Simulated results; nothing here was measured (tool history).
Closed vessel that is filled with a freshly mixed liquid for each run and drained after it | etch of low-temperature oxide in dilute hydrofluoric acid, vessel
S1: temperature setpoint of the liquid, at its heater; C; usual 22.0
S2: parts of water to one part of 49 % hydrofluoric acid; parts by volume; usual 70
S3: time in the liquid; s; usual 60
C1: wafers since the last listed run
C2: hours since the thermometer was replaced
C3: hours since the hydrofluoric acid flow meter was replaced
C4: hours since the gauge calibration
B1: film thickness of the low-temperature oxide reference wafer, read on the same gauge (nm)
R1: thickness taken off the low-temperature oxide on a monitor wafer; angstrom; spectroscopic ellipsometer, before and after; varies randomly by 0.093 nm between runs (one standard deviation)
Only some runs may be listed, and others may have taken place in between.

Run 1, day 0.000: usual settings but S1 23.5 C; C1 0; C2 478.2; C3 2030.9; C4 91.0; B1 99.98. Result: R1 158.4 angstrom.
Run 2, day 0.629: usual settings but S3 45 s; C1 1646; C2 493.3; C3 2046.0; C4 106.1; B1 100.00. Result: R1 112.2 angstrom.
Run 3, day 0.983: usual settings but S3 45 s; C1 926; C2 501.8; C3 2054.5; C4 114.6; B1 100.02. Result: R1 112.8 angstrom.
Run 4, day 1.554: usual settings; C1 1493; C2 515.5; C3 2068.2; C4 128.3; B1 100.00. Result: R1 149.4 angstrom.
Run 5, day 1.962: usual settings; C1 1068; C2 525.3; C3 2078.0; C4 138.1; B1 100.00. Result: R1 152.0 angstrom.
Run 6, day 2.496: usual settings; C1 1395; C2 538.1; C3 2090.8; C4 150.9; B1 99.97. Result: R1 150.9 angstrom.
Run 7, day 3.167: usual settings; C1 1755; C2 554.2; C3 2106.9; C4 167.0; B1 100.02. Result: R1 153.2 angstrom.
Run 8, day 3.675: usual settings; C1 1330; C2 566.4; C3 2119.1; C4 179.2; B1 100.03. Result: R1 154.6 angstrom.
Run 9, day 4.150: usual settings; C1 1242; C2 577.8; C3 2130.5; C4 190.6; B1 99.96. Result: R1 152.6 angstrom.
At day 4.575: gauge calibrated.
Run 10, day 5.025: usual settings; C1 2289; C2 598.8; C3 2151.5; C4 10.8; B1 99.97. Result: R1 152.6 angstrom.
At day 5.233: thermometer replaced.
Run 11, day 5.488: usual settings; C1 1101; C2 6.1; C3 2162.6; C4 21.9; B1 100.01. Result: R1 139.3 angstrom.
Run 12, day 5.871: usual settings but S2 105 parts by volume; C1 1003; C2 15.3; C3 2171.8; C4 31.1; B1 99.99. Result: R1 88.9 angstrom.
Run 13, day 6.450: usual settings but S3 45 s; C1 1515; C2 29.2; C3 2185.7; C4 45.0; B1 100.03. Result: R1 104.5 angstrom.

Predict the results of run 14:
Run 14, day 6.908: usual settings but S1 18.0 C, S2 45 parts by volume, S3 45 s; C1 1199; C2 40.2; C3 2196.7; C4 56.0; B1 ?. Result: R1 ?.

B1: 100.02
R1: 141.9 angstrom
Were there no unlogged condition in the tool, this run, its random variation unchanged, would have produced R1 140.5 angstrom.
